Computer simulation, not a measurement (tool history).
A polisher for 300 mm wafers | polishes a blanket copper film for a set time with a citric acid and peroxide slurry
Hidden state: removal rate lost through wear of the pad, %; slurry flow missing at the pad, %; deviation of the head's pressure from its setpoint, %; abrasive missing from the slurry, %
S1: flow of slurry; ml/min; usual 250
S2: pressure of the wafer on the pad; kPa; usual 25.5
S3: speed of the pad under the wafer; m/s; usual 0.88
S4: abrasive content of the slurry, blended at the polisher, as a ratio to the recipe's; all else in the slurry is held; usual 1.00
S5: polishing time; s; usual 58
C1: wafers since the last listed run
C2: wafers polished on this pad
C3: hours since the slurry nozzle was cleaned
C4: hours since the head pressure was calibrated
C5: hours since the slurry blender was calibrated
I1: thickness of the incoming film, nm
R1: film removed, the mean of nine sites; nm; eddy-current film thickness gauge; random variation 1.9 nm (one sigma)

run    hour   S1    S2    S3    S4  S5   C1    C2     C3     C4     C5      I1     R1
  1     0.0  305  25.5  0.88  1.00  58    0  1177  377.0  250.7  233.3  1137.2  124.8
        6.5  -- slurry blender recalibrated
       16.1  -- head pressure recalibrated
       64.7  -- worn pad replaced by a new one
  2    65.2  305  25.5  0.88  1.00  58  356     3  442.2   49.1   58.7  1109.6  129.9
  3   130.5  250  25.5  0.88  1.05  58  406   409  507.5  114.4  124.0  1113.3  133.6
  4   193.4  250  25.5  0.88  1.05  58  391   801  570.4  177.3  186.9  1101.2  128.1
      197.6  -- slurry nozzle cleaned
  5   252.4  250  25.5  0.88  1.05  58  361  1162   54.8  236.3  245.9  1141.8  125.3
      259.0  -- slurry blender recalibrated
  6   287.7  250  25.5  0.88  1.00  44  207  1370   90.1  271.6   28.7  1128.7   97.1
      294.7  -- worn pad replaced by a new one
  7   320.6  250  25.5  0.88  1.00  44  179   160  123.0  304.5   61.6  1132.7  103.0
      324.8  -- head pressure recalibrated
  8   368.2  250  25.5  0.88  1.00  58  283   444  170.6   43.4  109.2  1129.3  124.4
  9   433.9  250  25.5  0.88  1.00  58  409   854  236.3  109.1  174.9  1114.1  122.3
 10   498.8  250  25.5  0.88  1.00  58  404  1258  301.2  174.0  239.8  1121.9  118.9
 11   546.7  250  25.5  0.88  1.00  58  298  1556  349.1  221.9  287.7  1108.5  121.1
      555.0  -- slurry blender recalibrated
      568.5  -- worn pad replaced by a new one
 12   602.7  250  25.5  0.88  1.00  58  311   213  405.1  277.9   47.7  1115.1  132.9
      644.6  -- head pressure recalibrated
 13   648.8  220  25.5  0.88  1.00  58  274   487  451.2    4.2   93.8  1110.1  120.4
      656.1  -- slurry nozzle cleaned
 14   710.9  165  25.5  0.88  1.00  42  380   868   54.8   66.3  155.9  1129.5   85.7
 15   776.9  285  33.8  1.10  0.75  58  410  1279  120.8  132.3  221.9  1123.0  163.1
      823.6  -- slurry blender recalibrated
      841.0  -- worn pad replaced by a new one
 16   841.7  335  25.5  0.88  1.10  58  366     4  185.6  197.1   18.1  1136.9  133.6
 17   910.7  250  25.5  0.88  1.00  58  429   433  254.6  266.1   87.1  1139.4  128.4
 18   954.2  295  25.5  0.98  1.15  58  270   704  298.1  309.6  130.6  1123.0  145.0
      960.9  -- head pressure recalibrated
 19   986.3  190  21.4  1.06  1.00  58  187   892  330.2   25.4  162.7  1121.1  121.0
 20  1026.8  250  25.5  0.88  1.00  41  252  1144  370.7   65.9  203.2  1108.1   87.8
     1075.2  -- slurry blender recalibrated
 21  1075.7  335  25.5  0.88  1.10  58  292  1436  419.6  114.8    0.5  1133.7  130.0
 22  1127.1  190  18.6  0.88  1.10  58  320  1756  471.0  166.2   51.9  1130.0   96.0
     1138.0  -- slurry nozzle cleaned
     1144.1  -- worn pad replaced by a new one
 23  1195.1  165  25.5  0.88  1.00  42  392   317   57.1  234.2  119.9  1102.3   92.6
     1235.5  -- head pressure recalibrated
 24  1263.3  250  20.0  0.88  1.15  75  412   729  125.3   27.8  188.1  1135.8  139.5
 25  1318.4  250  25.5  0.68  1.00  58  343  1072  180.4   82.9  243.2  1118.4  104.5
 26  1352.1  210  22.8  0.66  1.25  58  209  1282  214.1  116.6  276.9  1104.3  100.5

Forecast each of these 3 alternatives for the next run:
  A  1352.5  250  25.5  0.88  1.00  49   2  1285  214.5  117.0  277.3  1117.5   ?
  B  1352.5  250  25.5  0.76  1.00  58   2  1285  214.5  117.0  277.3  1117.5   ?
  C  1352.5  215  25.5  0.72  0.90  51   2  1285  214.5  117.0  277.3  1117.5   ?

run     R1
  A  102.8
  B  112.0
  C   92.4
Without the tool's hidden state the same runs would have given:
run     R1
  A  106.2
  B  115.6
  C   95.4
